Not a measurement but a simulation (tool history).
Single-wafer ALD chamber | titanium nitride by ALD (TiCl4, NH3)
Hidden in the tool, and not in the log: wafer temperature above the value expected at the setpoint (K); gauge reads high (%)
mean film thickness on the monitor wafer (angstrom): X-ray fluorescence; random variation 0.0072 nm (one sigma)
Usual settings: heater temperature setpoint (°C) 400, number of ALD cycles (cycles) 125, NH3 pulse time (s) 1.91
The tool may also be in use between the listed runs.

run     day  heater temperature setpoint (°C)  number of ALD cycles (cycles)  NH3 pulse time (s)  wafers since the last listed run  hours since the last thermocouple change  hours since the showerhead was replaced  hours since the gauge calibration  read-back reference wafer on the same gauge, thickness_nm  mean film thickness on the monitor wafer (angstrom)
  1   0.000                               400                            119                1.91                                 0                                    1931.6                                   2151.4                              215.8                                                      3.274                                                27.55
  2   2.608                               400                            145                1.91                               108                                    1994.2                                   2214.0                              278.4                                                      3.276                                                33.49
  3   4.712                               400                            145                1.91                                87                                    2044.7                                   2264.5                              328.9                                                      3.272                                                33.45
  4   6.825                               400                            145                1.91                                87                                    2095.4                                   2315.2                              379.6                                                      3.266                                                33.50
  5   8.412                               400                            125                1.91                                65                                    2133.5                                   2353.3                              417.7                                                      3.265                                                28.76
  6  11.175                               400                            145                2.06                               114                                    2199.8                                   2419.6                              484.0                                                      3.257                                                33.46
  7  14.067                               400                            145                2.06                               119                                    2269.2                                   2489.0                              553.4                                                      3.253                                                33.42
  8  16.258                               400                            125                1.91                                90                                    2321.8                                   2541.6                              606.0                                                      3.247                                                28.67
  9  19.258                               400                            130                1.91                               124                                    2393.8                                   2613.6                              678.0                                                      3.235                                                29.71
     20.100  -- gauge calibrated
 10  22.133                               404                            125                1.57                               119                                    2462.8                                   2682.6                               48.8                                                      3.269                                                28.52
 11  24.696                               400                            125                1.91                               106                                    2524.3                                   2744.1                              110.3                                                      3.263                                                28.76
     25.779  -- thermocouple changed; heater temperature recalibrated
 12  26.483                               413                            114                2.27                                60                                      16.9                                   2787.0                              153.2                                                      3.261                                                26.68
 13  29.258                               392                            142                2.38                               114                                      83.5                                   2853.6                              219.8                                                      3.263                                                32.91
     35.892  -- showerhead replaced
 14  37.608                               388                            133                2.50                               332                                     283.9                                     41.2                              420.2                                                      3.248                                                30.69
 15  40.592                               412                            112                2.11                               123                                     355.5                                    112.8                              491.8                                                      3.245                                                25.92
 16  41.671                               396                            148                1.44                                44                                     381.4                                    138.7                              517.7                                                      3.238                                                32.92
 17  42.883                               400                            100                2.56                                50                                     410.5                                    167.8                              546.8                                                      3.236                                                23.27
 18  44.658                               408                            104                1.71                                73                                     453.1                                    210.4                              589.4                                                      3.230                                                23.64
     45.046  -- gauge calibrated
 19  46.321                               412                            112                2.20                                68                                     493.0                                    250.3                               30.6                                                      3.270                                                26.19
 20  49.133                               400                            125                1.91                               116                                     560.5                                    317.8                               98.1                                                      3.270                                                28.82

3 ways to go on from here, each from the tool as it stands after run 20. What would each give?
  A  49.162                               400                            125                1.91                                 1                                     561.2                                    318.5                               98.8                                                          ?                                                    ?
  B  49.162                               396                            106                2.20                                 1                                     561.2                                    318.5                               98.8                                                          ?                                                    ?
  C  49.162                               388                            114                1.40                                 1                                     561.2                                    318.5                               98.8                                                          ?                                                    ?

run  read-back reference wafer on the same gauge, thickness_nm  mean film thickness on the monitor wafer (angstrom)
  A                                                      3.268                                                28.82
  B                                                      3.268                                                24.55
  C                                                      3.268                                                25.24
Without the tool's hidden state the same runs would have given:
run  mean film thickness on the monitor wafer (angstrom)
  A                                                28.83
  B                                                24.56
  C                                                25.25

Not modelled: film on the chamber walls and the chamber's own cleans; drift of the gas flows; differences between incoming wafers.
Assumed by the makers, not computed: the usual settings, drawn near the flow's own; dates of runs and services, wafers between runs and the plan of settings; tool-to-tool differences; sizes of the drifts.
